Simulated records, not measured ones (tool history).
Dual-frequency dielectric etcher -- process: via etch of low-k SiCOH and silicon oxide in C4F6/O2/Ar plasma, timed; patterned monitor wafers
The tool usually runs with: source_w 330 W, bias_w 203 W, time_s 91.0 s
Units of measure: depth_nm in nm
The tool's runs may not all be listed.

run   hour  source_w  bias_w  time_s  read-back reference wafer on the same gauge, depth_nm  depth_nm
  1    0.0       330     239   110.5                                                  216.0     304.4
      61.3  -- gauge calibrated
  2   70.3       330     239   110.5                                                  215.9     303.5
  3  122.7       330     203    80.5                                                  216.0     209.1
  4  182.8       330     203    80.5                                                  216.1     209.0
  5  209.1       330     203    80.5                                                  216.0     208.9
  6  234.7       380     203    91.0                                                  216.0     246.0
  7  266.3       380     203    91.0                                                  216.1     244.5
     271.1  -- bias power generator calibrated
  8  296.2       330     203    91.0                                                  215.9     234.6
     333.7  -- wet clean of the chamber
  9  338.6       250     203    81.0                                                  215.9     194.8
 10  378.6       250     203    91.0                                                  216.0     218.5
 11  426.7       330     203    91.0                                                  216.0     235.0
 12  485.0       300     244    91.0                                                  216.1     243.3
     513.5  -- upper electrode replaced
     520.9  -- source power generator calibrated
 13  547.2       360     247    83.0                                                  216.0     237.2
     553.6  -- gauge calibrated
 14  607.7       330     220    91.0                                                  216.0     243.4
 15  672.9       330     239    91.0                                                  215.9     250.8
     774.8  -- wet clean of the chamber
 16  864.0       400     180    80.0                                                  216.0     212.8

Results per run with the tool's hidden condition removed, run-to-run variation unchanged:
Hidden state at play: etch rate over this chamber's usual, %; source power that arrives over what is set, %; bias power that arrives over what is set, %; gauge reads high (%).
run  depth_nm
  1     305.9
  2     305.6
  3     210.9
  4     211.2
  5     211.2
  6     249.0
  7     247.7
  8     237.9
  9     196.9
 10     221.2
 11     238.2
 12     247.0
 13     237.9
 14     244.4
 15     252.1
 16     212.8

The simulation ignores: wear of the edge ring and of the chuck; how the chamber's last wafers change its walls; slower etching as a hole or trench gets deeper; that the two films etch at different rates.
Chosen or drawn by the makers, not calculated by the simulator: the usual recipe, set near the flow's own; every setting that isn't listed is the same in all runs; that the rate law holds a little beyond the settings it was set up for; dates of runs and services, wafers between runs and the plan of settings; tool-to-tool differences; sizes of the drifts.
